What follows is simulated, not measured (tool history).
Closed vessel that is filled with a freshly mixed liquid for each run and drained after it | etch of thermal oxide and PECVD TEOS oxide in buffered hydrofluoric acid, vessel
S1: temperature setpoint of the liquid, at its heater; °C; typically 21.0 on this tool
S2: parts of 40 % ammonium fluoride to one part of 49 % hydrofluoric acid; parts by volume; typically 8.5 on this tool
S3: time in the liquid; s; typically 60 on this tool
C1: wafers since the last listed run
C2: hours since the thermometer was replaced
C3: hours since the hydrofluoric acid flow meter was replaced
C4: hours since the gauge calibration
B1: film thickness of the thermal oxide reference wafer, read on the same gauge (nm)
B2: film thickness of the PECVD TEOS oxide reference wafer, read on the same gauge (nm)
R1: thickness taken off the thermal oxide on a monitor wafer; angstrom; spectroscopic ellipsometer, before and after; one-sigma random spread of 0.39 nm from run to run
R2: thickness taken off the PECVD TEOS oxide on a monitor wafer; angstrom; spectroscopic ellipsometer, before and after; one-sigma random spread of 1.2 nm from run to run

run,day,S1,S2,S3,C1,C2,C3,C4,B1,B2,R1,R2
1,0.000,21.0,8.5,60,0,2833.1,1177.0,410.2,60.03,39.99,658.9,1231.5
2,0.567,23.5,10.5,40,1084,2846.7,1190.6,423.8,59.99,40.00,426.4,793.0
3,1.538,17.0,11.0,45,1857,2870.0,1213.9,447.1,60.00,39.99,316.3,589.7
# day 2.058: thermometer replaced
4,2.225,24.5,8.5,60,1235,4.0,1230.4,463.6,60.02,39.99,806.8,1498.7
5,2.771,23.0,10.5,90,1044,17.1,1243.5,476.7,59.99,40.00,932.0,1760.9
6,3.412,21.0,6.0,35,1227,32.5,1258.9,492.1,59.99,39.98,542.6,1012.6
7,4.183,21.0,6.0,60,1474,51.0,1277.4,510.6,60.00,39.98,926.8,1730.1
8,4.946,17.0,8.5,60,1458,69.3,1295.7,528.9,60.00,40.00,526.1,983.1
9,6.354,21.0,6.5,60,2694,103.1,1329.5,562.7,59.99,39.98,871.1,1627.9
10,7.321,21.0,8.5,30,1849,126.3,1352.7,585.9,60.01,40.01,332.2,621.3
11,8.467,22.5,10.0,90,2192,153.8,1380.2,613.4,60.01,40.00,944.9,1770.9
12,9.900,19.5,11.0,40,2742,188.2,1414.6,647.8,60.01,39.98,324.2,606.9
13,11.233,21.0,8.5,60,2550,220.2,1446.6,679.8,59.99,40.01,664.5,1220.4
# day 13.942: hydrofluoric acid flow meter replaced
14,14.758,21.0,8.5,60,6663,304.8,19.6,764.4,59.98,39.99,664.2,1222.7
# day 15.446: gauge calibrated
15,16.108,21.0,8.5,60,2582,337.2,52.0,15.9,60.01,40.03,659.1,1248.7
16,17.292,18.0,9.5,35,2263,365.6,80.4,44.3,60.01,40.01,297.7,553.8
17,18.438,18.0,6.5,60,2192,393.1,107.9,71.8,59.98,39.99,741.0,1357.5
18,19.688,21.0,8.5,60,2391,423.1,137.9,101.8,60.00,40.02,656.9,1228.2
19,22.604,19.5,7.0,75,5579,493.1,207.9,171.8,60.01,39.98,934.1,1729.1
20,23.475,17.5,8.5,75,1665,514.0,228.8,192.7,59.99,40.01,682.5,1282.9
21,24.804,21.0,10.0,60,2542,545.9,260.7,224.6,60.01,39.99,581.4,1077.8
22,26.267,21.0,8.5,60,2797,581.0,295.8,259.7,60.01,40.01,656.1,1252.1
23,27.312,26.0,10.5,70,2000,606.1,320.9,284.8,60.01,39.98,850.2,1566.3
24,28.688,17.5,6.0,35,2630,639.1,353.9,317.8,59.99,40.01,443.9,833.3
25,29.846,24.0,12.0,75,2215,666.9,381.7,345.6,59.98,40.03,715.9,1336.8

Take each entry between the runs: how does the hidden state at the last listed run before it differ from the hidden state at the first listed run after it?
Runs 3 to 4: thermometer replaced (day 2.058)
  nothing in the hidden state changes from one run to the other
Runs 13 to 14: hydrofluoric acid flow meter replaced (day 13.942)
  nothing in the hidden state changes from one run to the other
Runs 14 to 15: gauge calibrated (day 15.446)
  nothing in the hidden state changes from one run to the other
